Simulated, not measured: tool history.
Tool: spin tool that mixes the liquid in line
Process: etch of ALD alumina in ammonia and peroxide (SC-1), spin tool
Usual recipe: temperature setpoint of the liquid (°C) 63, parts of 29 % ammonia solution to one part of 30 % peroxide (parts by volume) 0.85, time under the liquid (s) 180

| run | hour | temperature setpoint of the liquid (°C) | parts of 29 % ammonia solution to one part of 30 % peroxide (parts by volume) | time under the liquid (s) | wafers since the last listed run | hours since the thermometer was replaced | hours since the ammonia flow meter was replaced | hours since the heated supply line was repaired | hours since the drum of ammonia solution was connected | hours since the gauge calibration | read-back film thickness of the ALD alumina reference wafer, read on the same gauge (nm) | thickness taken off the ALD alumina on a monitor wafer (Å) |
|---|---|---|---|---|---|---|---|---|---|---|---|---|
| 1 | 0 | 55.5 | 0.85 | 180 | 0 | 2892.4 | 1912.8 | 2954.5 | 248.4 | 212.5 | 150.02 | 53.4 |
| 2 | 27.1 | 57.5 | 0.85 | 180 | 195 | 2919.5 | 1939.9 | 2981.6 | 275.5 | 239.6 | 150 | 59.7 |
| 3 | 47.2 | 57.5 | 0.85 | 180 | 144 | 2939.6 | 1960 | 3001.7 | 295.6 | 259.7 | 150.01 | 59.9 |
| 4 | 67.8 | 57.5 | 0.85 | 180 | 148 | 2960.2 | 1980.6 | 3022.3 | 316.2 | 280.3 | 150 | 59.2 |
| 5 | 98.4 | 58 | 0.85 | 180 | 220 | 2990.8 | 2011.2 | 3052.9 | 346.8 | 310.9 | 150 | 61.2 |
| 6 | 120.5 | 58 | 0.85 | 180 | 159 | 3012.9 | 2033.3 | 3075 | 368.9 | 333 | 150.02 | 61.1 |
|  | 126.6 | ammonia flow meter replaced |
|  | 136.9 | new drum of ammonia solution connected |
| 7 | 140.8 | 58 | 0.85 | 180 | 131 | 3033.2 | 14.2 | 3095.3 | 3.9 | 353.3 | 150.01 | 60.8 |
| 8 | 176.2 | 63 | 1.05 | 180 | 255 | 3068.6 | 49.6 | 3130.7 | 39.3 | 388.7 | 149.99 | 80.2 |
| 9 | 194.9 | 63 | 1.05 | 180 | 134 | 3087.3 | 68.3 | 3149.4 | 58 | 407.4 | 149.98 | 81.6 |
|  | 219.6 | gauge calibrated |
| 10 | 230.6 | 67 | 1.1 | 235 | 257 | 3123 | 104 | 3185.1 | 93.7 | 11 | 150.01 | 129.2 |
| 11 | 256 | 60.5 | 0.85 | 95 | 183 | 3148.4 | 129.4 | 3210.5 | 119.1 | 36.4 | 149.96 | 36.2 |
| 12 | 274.9 | 54 | 0.85 | 120 | 136 | 3167.3 | 148.3 | 3229.4 | 138 | 55.3 | 149.98 | 31.8 |
| 13 | 302.8 | 63 | 0.85 | 105 | 201 | 3195.2 | 176.2 | 3257.3 | 165.9 | 83.2 | 150 | 46 |
| 14 | 318.1 | 63 | 0.85 | 125 | 110 | 3210.5 | 191.5 | 3272.6 | 181.2 | 98.5 | 150 | 54.3 |
| 15 | 351 | 70 | 0.85 | 95 | 237 | 3243.4 | 224.4 | 3305.5 | 214.1 | 131.4 | 149.99 | 58.7 |
|  | 353.9 | thermometer replaced |
| 16 | 364.6 | 63 | 0.85 | 70 | 90 | 10.7 | 238 | 3319.1 | 227.7 | 145 | 150.03 | 35.1 |
| 17 | 385.9 | 63 | 0.85 | 90 | 153 | 32 | 259.3 | 3340.4 | 249 | 166.3 | 150.03 | 45.2 |
|  | 393.7 | heated supply line repaired |
| 18 | 404.6 | 63 | 0.85 | 180 | 127 | 50.7 | 278 | 10.9 | 267.7 | 185 | 150 | 108.4 |
| 19 | 420.9 | 63 | 0.85 | 180 | 117 | 67 | 294.3 | 27.2 | 284 | 201.3 | 150.01 | 107.5 |
| 20 | 439.2 | 63 | 0.85 | 180 | 131 | 85.3 | 312.6 | 45.5 | 302.3 | 219.6 | 149.98 | 105.9 |
| 21 | 517.5 | 54 | 0.95 | 255 | 564 | 163.6 | 390.9 | 123.8 | 380.6 | 297.9 | 149.98 | 94.7 |
| 22 | 551.8 | 63 | 1 | 210 | 247 | 197.9 | 425.2 | 158.1 | 414.9 | 332.2 | 150.03 | 125.4 |
| 23 | 568.8 | 70 | 0.85 | 265 | 122 | 214.9 | 442.2 | 175.1 | 431.9 | 349.2 | 149.98 | 219.6 |
| 24 | 596.8 | 58.5 | 1.2 | 140 | 201 | 242.9 | 470.2 | 203.1 | 459.9 | 377.2 | 149.99 | 66.1 |

Alternative continuations, all from the tool just after run 24; predict every row:
| A | 597.3 | 55 | 0.85 | 180 | 3 | 243.4 | 470.7 | 203.6 | 460.4 | 377.7 | ? | ? |
| B | 597.3 | 70 | 0.85 | 145 | 3 | 243.4 | 470.7 | 203.6 | 460.4 | 377.7 | ? | ? |
| C | 597.3 | 70 | 0.85 | 235 | 3 | 243.4 | 470.7 | 203.6 | 460.4 | 377.7 | ? | ? |
| D | 597.3 | 70 | 0.85 | 280 | 3 | 243.4 | 470.7 | 203.6 | 460.4 | 377.7 | ? | ? |
| E | 597.3 | 59 | 0.55 | 115 | 3 | 243.4 | 470.7 | 203.6 | 460.4 | 377.7 | ? | ? |

| run | read-back film thickness of the ALD alumina reference wafer, read on the same gauge (nm) | thickness taken off the ALD alumina on a monitor wafer (Å) |
|---|---|---|
| A | 149.98 | 68 |
| B | 149.98 | 117.7 |
| C | 149.98 | 190.7 |
| D | 149.98 | 227.2 |
| E | 149.98 | 51.5 |
With the hidden condition removed and each run's random variation left untouched, the same runs would have given:
| run | thickness taken off the ALD alumina on a monitor wafer (Å) |
|---|---|
| A | 73.6 |
| B | 126.4 |
| C | 204.8 |
| D | 244 |
| E | 55.6 |

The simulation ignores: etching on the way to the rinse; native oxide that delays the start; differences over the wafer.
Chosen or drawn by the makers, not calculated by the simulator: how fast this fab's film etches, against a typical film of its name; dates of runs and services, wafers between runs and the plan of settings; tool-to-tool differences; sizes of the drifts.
